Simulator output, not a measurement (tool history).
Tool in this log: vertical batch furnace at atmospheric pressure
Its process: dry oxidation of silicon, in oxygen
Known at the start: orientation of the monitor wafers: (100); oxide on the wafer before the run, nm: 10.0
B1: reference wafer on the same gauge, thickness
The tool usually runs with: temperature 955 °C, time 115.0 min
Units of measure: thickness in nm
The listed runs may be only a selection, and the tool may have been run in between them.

run 1 hour=0.0 | temperature=962 time=84.5 | B1=58.53 | thickness=51.49
run 2 hour=25.7 | temperature=962 time=84.5 | B1=58.54 | thickness=51.59
run 3 hour=76.6 | temperature=973 time=115.0 | B1=58.47 | thickness=67.91
run 4 hour=109.2 | temperature=966 time=130.5 | B1=58.49 | thickness=70.43
run 5 hour=169.9 | temperature=966 time=130.5 | B1=58.52 | thickness=70.49
run 6 hour=206.2 | temperature=955 time=130.0 | B1=58.51 | thickness=64.42
run 7 hour=246.4 | temperature=955 time=130.0 | B1=58.50 | thickness=64.25
run 8 hour=280.0 | temperature=955 time=130.0 | B1=58.51 | thickness=64.48
run 9 hour=340.6 | temperature=969 time=115.0 | B1=58.49 | thickness=66.71
run 10 hour=393.7 | temperature=965 time=115.0 | B1=58.53 | thickness=64.36
run 11 hour=549.8 | temperature=965 time=115.0 | B1=58.49 | thickness=64.22
run 12 hour=578.3 | temperature=955 time=115.0 | B1=58.49 | thickness=59.33
run 13 hour=637.9 | temperature=950 time=115.0 | B1=58.50 | thickness=56.53
run 14 hour=689.3 | temperature=950 time=115.0 | B1=58.53 | thickness=56.55
-- hour=731.8 boat lift adjusted
run 15 hour=742.3 | temperature=944 time=75.5 | B1=58.49 | thickness=42.71
run 16 hour=796.3 | temperature=967 time=147.0 | B1=58.50 | thickness=79.05
run 17 hour=822.3 | temperature=955 time=63.0 | B1=58.51 | thickness=42.21
run 18 hour=879.7 | temperature=966 time=115.0 | B1=58.49 | thickness=66.23
run 19 hour=937.7 | temperature=955 time=130.0 | B1=58.50 | thickness=66.57
run 20 hour=1004.4 | temperature=955 time=115.0 | B1=58.49 | thickness=60.51

Run 21 comes next. What will it give?
-- hour=1039.9 thermocouples replaced and temperature profile calibrated
run 21 hour=1060.6 | temperature=945 time=67.5 | B1=? | thickness=?

For run 21 the tool returned B1 58.47, thickness 39.61 nm.
Had the tool carried no hidden state, the very same run would have given thickness 39.97 nm.
